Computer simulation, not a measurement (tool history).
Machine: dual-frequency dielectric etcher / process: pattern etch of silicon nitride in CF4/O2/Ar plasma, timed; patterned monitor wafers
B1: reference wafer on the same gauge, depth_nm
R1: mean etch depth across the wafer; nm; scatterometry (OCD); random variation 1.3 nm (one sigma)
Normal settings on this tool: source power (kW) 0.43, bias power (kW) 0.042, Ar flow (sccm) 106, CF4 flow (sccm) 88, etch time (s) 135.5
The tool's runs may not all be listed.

Run 1, hour 0: usual settings; B1 186.9. Result: R1 229.8 nm.
Run 2, hour 23.8: usual settings but Ar flow (sccm) 93, CF4 flow (sccm) 108; B1 187.1. Result: R1 238.9 nm.
At hour 47.1: Ar flow controller replaced.
Run 3, hour 58: usual settings but source power (kW) 0.51, bias power (kW) 0.034, CF4 flow (sccm) 94; B1 187.3. Result: R1 243 nm.
Run 4, hour 74.1: usual settings but bias power (kW) 0.033, etch time (s) 108; B1 187.1. Result: R1 165.1 nm.
Run 5, hour 103.7: usual settings but bias power (kW) 0.049, etch time (s) 145.5; B1 187.2. Result: R1 261.9 nm.
Run 6, hour 117.5: usual settings but bias power (kW) 0.038, etch time (s) 99; B1 187.4. Result: R1 159.5 nm.
Run 7, hour 131.4: usual settings but bias power (kW) 0.048; B1 187.3. Result: R1 245.1 nm.
At hour 168.8: upper electrode replaced.
Run 8, hour 198.4: usual settings but Ar flow (sccm) 125; B1 187.1. Result: R1 223.4 nm.
Run 9, hour 218.2: usual settings but source power (kW) 0.52, Ar flow (sccm) 127, etch time (s) 172.5; B1 187.2. Result: R1 328.6 nm.
At hour 230: gauge calibrated.
At hour 252.7: wet clean of the chamber.
Run 10, hour 253.2: usual settings; B1 187. Result: R1 230.3 nm.
Run 11, hour 270.9: usual settings; B1 187.2. Result: R1 228.2 nm.
Run 12, hour 293.6: usual settings but Ar flow (sccm) 99, CF4 flow (sccm) 108; B1 187.2. Result: R1 237.1 nm.
Run 13, hour 328.3: usual settings but bias power (kW) 0.033, etch time (s) 108; B1 187.3. Result: R1 164 nm.
Run 14, hour 347.1: usual settings but bias power (kW) 0.032, Ar flow (sccm) 121, CF4 flow (sccm) 79, etch time (s) 146; B1 187.1. Result: R1 210 nm.
Run 15, hour 373.3: usual settings but CF4 flow (sccm) 101; B1 187. Result: R1 234.8 nm.
Run 16, hour 407: usual settings but Ar flow (sccm) 120, etch time (s) 160; B1 187.2. Result: R1 266.1 nm.
Run 17, hour 430.9: usual settings; B1 186.9. Result: R1 230.1 nm.
Run 18, hour 450: usual settings; B1 186.6. Result: R1 229 nm.
Run 19, hour 463.2: usual settings but bias power (kW) 0.051, Ar flow (sccm) 125, CF4 flow (sccm) 70, etch time (s) 151; B1 186.9. Result: R1 261.8 nm.
Run 20, hour 498.7: usual settings but source power (kW) 0.51, bias power (kW) 0.05, Ar flow (sccm) 91, etch time (s) 123.5; B1 187. Result: R1 267.5 nm.

Give the tool's hidden conditions for every run:
etch rate over this chamber's usual, %: 0 across all the runs
source power that arrives over what is set, %: 0 across all the runs
bias power that arrives over what is set, %: 0 across all the runs
Ar flow that arrives over what is set, %: 0 across all the runs
CF4 flow that arrives over what is set, %: 0 across all the runs
gauge reads high (%): 0 across all the runs
